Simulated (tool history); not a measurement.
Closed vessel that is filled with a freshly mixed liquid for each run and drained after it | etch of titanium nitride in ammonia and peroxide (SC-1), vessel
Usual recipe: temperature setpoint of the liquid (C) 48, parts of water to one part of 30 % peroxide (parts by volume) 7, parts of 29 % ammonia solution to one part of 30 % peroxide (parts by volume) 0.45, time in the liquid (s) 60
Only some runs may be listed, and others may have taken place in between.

run,hour,temperature setpoint of the liquid (C),parts of water to one part of 30 % peroxide (parts by volume),parts of 29 % ammonia solution to one part of 30 % peroxide (parts by volume),time in the liquid (s),"read-back film thickness of the titanium nitride reference wafer, read on the same gauge (nm)",thickness taken off the titanium nitride on a monitor wafer (nm)
1,0,48,7,0.6,60,39.97,6.17
2,26.8,48,7,0.6,60,39.97,6.09
3,61.2,43,7,0.45,60,39.98,4.12
4,197.1,43,7,0.45,60,40.05,4.14
# hour 230: new drum of ammonia solution connected
5,235.7,54,9.5,0.6,90,39.96,11.96
6,298.4,50.5,7,0.45,60,40.03,7.18
7,326.8,50.5,7,0.6,45,40.03,5.58
# hour 331: thermometer replaced
8,383.4,40.5,10,0.45,35,39.96,1.58
9,423.7,48,7,0.45,60,40.07,5.65
10,483.6,48,7,0.45,90,40.02,8.53
11,546.6,48,7,0.45,60,40.02,5.61
12,577,48,7,0.45,60,40.03,5.71
# hour 587.4: ammonia flow meter replaced
# hour 593.2: gauge calibrated
13,644.1,57,5,0.45,35,39.97,7.3
14,742.8,55.5,9,0.3,75,40.01,9.9
15,813.8,39,7,0.5,60,39.96,3.08
16,855.9,38.5,7,0.45,60,39.99,2.91
17,921,55.5,7,0.45,90,39.99,14.81
# hour 925.9: thermometer replaced
18,975,48,10.5,0.25,60,40.02,4.08
# hour 985.5: new drum of ammonia solution connected
19,1028.3,48,6,0.25,60,39.99,5.52
20,1068.2,48,7,0.35,60,39.94,5.5
21,1275.3,55.5,5,0.4,80,39.98,14.66
22,1346.2,48,7,0.45,60,40.05,5.77
23,1417.5,48,7,0.45,60,39.97,5.82
24,1472.5,48,7,0.45,80,39.99,7.76
# hour 1491: thermometer replaced
25,1536.8,48,7,0.45,85,39.94,7.94
26,1563.5,56.5,7,0.45,60,40,10.06

Branching from run 26: 5 alternative next runs. What would each branch give?
A,1564.2,48,7,0.45,60,?,?
B,1564.2,48,8.5,0.45,60,?,?
C,1564.2,48,5,0.45,60,?,?
D,1564.2,55,8,0.55,90,?,?
E,1564.2,57.5,7,0.45,60,?,?

run,"read-back film thickness of the titanium nitride reference wafer, read on the same gauge (nm)",thickness taken off the titanium nitride on a monitor wafer (nm)
A,40,5.59
B,40,5.07
C,40,6.57
D,40,13.14
E,40,10.71
With no hidden state in the tool, these same runs would have given:
run,thickness taken off the titanium nitride on a monitor wafer (nm)
A,5.53
B,5.01
C,6.5
D,13
E,10.6
